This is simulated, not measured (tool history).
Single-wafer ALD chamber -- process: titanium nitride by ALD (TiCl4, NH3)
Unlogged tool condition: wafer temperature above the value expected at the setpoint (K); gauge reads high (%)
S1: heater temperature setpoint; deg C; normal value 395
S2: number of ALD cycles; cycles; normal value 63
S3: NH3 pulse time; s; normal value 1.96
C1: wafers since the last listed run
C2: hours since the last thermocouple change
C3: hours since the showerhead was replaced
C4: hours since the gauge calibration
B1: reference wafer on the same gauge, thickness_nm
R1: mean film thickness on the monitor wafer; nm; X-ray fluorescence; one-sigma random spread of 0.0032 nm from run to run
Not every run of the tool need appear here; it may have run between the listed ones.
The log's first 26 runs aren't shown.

run 27 hour=1310.6 | S1=395 S2=72 S3=1.96 | C1=67 C2=292.1 C3=671.8 C4=689.3 | B1=1.162 | R1=1.44
run 28 hour=1368 | S1=386 S2=63 S3=1.96 | C1=154 C2=349.5 C3=729.2 C4=746.7 | B1=1.163 | R1=1.257
run 29 hour=1427.9 | S1=395 S2=71 S3=2.49 | C1=161 C2=409.4 C3=789.1 C4=806.6 | B1=1.163 | R1=1.44
run 30 hour=1460.8 | S1=395 S2=63 S3=1.96 | C1=88 C2=442.3 C3=822 C4=839.5 | B1=1.161 | R1=1.272
run 31 hour=1491.2 | S1=387 S2=70 S3=1.36 | C1=81 C2=472.7 C3=852.4 C4=869.9 | B1=1.161 | R1=1.366
run 32 hour=1542.1 | S1=395 S2=55 S3=1.96 | C1=137 C2=523.6 C3=903.3 C4=920.8 | B1=1.161 | R1=1.101
run 33 hour=1596.7 | S1=395 S2=63 S3=1.96 | C1=147 C2=578.2 C3=957.9 C4=975.4 | B1=1.161 | R1=1.263
run 34 hour=1626.1 | S1=395 S2=63 S3=1.96 | C1=79 C2=607.6 C3=987.3 C4=1004.8 | B1=1.159 | R1=1.265
run 35 hour=1693.3 | S1=402 S2=71 S3=1.74 | C1=180 C2=674.8 C3=1054.5 C4=1072 | B1=1.158 | R1=1.425

What will run 36 give?
run 36 hour=1803.2 | S1=395 S2=63 S3=1.96 | C1=295 C2=784.7 C3=1164.4 C4=1181.9 | B1=? | R1=?

For run 36 the tool returned B1 1.16, R1 1.263 nm.
Had the tool carried no hidden state, the very same run would have given R1 1.276 nm.
